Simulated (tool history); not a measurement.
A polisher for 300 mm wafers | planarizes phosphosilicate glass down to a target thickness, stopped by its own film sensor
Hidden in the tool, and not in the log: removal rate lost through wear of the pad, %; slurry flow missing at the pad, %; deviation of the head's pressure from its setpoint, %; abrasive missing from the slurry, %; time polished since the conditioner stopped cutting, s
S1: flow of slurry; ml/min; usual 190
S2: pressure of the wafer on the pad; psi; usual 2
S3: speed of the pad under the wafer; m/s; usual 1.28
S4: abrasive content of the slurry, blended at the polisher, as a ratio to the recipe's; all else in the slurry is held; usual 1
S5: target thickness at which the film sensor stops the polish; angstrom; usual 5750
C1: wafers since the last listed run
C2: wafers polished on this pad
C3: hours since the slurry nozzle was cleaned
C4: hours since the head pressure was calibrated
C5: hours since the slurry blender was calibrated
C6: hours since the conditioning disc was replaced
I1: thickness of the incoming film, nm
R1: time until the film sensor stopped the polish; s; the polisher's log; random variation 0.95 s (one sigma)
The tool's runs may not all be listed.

run,day,S1,S2,S3,S4,S5,C1,C2,C3,C4,C5,C6,I1,R1
1,0,190,2,1.28,1,5750,0,216,215.8,609.9,161,189.4,988,71.6
2,1.429,220,2,1.28,1,5750,388,604,250.1,644.2,195.3,223.7,977,68
3,2.558,190,2,1.28,1,5750,306,911,277.2,671.3,222.4,250.8,979.7,71
# day 2.921: worn pad replaced by a new one
4,3.492,190,2,1.28,1,5750,208,155,299.6,693.7,244.8,273.2,960.7,69.5
5,4.304,190,2,1.28,1,5750,220,376,319.1,713.2,264.3,292.7,984.8,72.5
6,5.717,190,2,1.28,1,6830,383,760,353,747.1,298.2,326.6,975.8,50.3
# day 6.179: worn pad replaced by a new one
# day 6.342: conditioning disc replaced and pad reconditioned
# day 6.346: slurry blender recalibrated
7,8.154,190,2,1.28,1,6830,593,513,411.5,805.6,43.4,43.5,968.4,48
# day 9.229: slurry nozzle cleaned
8,9.429,190,2,1.28,1,5750,335,848,4.8,836.2,74,74.1,965.9,64.2
# day 9.762: worn pad replaced by a new one
9,10.467,190,2,1.28,1,5750,236,191,29.7,861.1,98.9,99,959.2,64.6
# day 11.846: head pressure recalibrated
10,11.892,190,1.7,1.08,1,5750,364,555,63.9,1.1,133.1,133.2,974.4,86.1
# day 12.642: worn pad replaced by a new one
11,12.683,255,2,1.28,1,5750,169,11,82.9,20.1,152.1,152.2,963.2,65.8
12,13.246,190,2.5,1.28,1,5750,152,164,96.4,33.6,165.6,165.7,974.5,57.6
13,14.271,160,2,0.98,1,5750,278,442,121,58.2,190.2,190.3,984.3,85
14,15.146,190,2.3,1.68,1,5750,237,680,142,79.2,211.2,211.3,964.5,51.5

4 ways to go on from here, each from the tool as it stands after run 14. What would each give?
A,15.162,190,2,1.16,1,5750,4,684,142.4,79.6,211.6,211.7,973,?
B,15.162,250,2.6,1.28,1,5750,4,684,142.4,79.6,211.6,211.7,973,?
C,15.162,145,1.5,1.28,1.1,5280,4,684,142.4,79.6,211.6,211.7,973,?
D,15.162,190,2,1.62,1,6510,4,684,142.4,79.6,211.6,211.7,973,?

run,R1
A,75
B,53.8
C,105.6
D,50.4
Without the tool's hidden state the same runs would have given:
run,R1
A,69.6
B,48.7
C,99.2
D,46
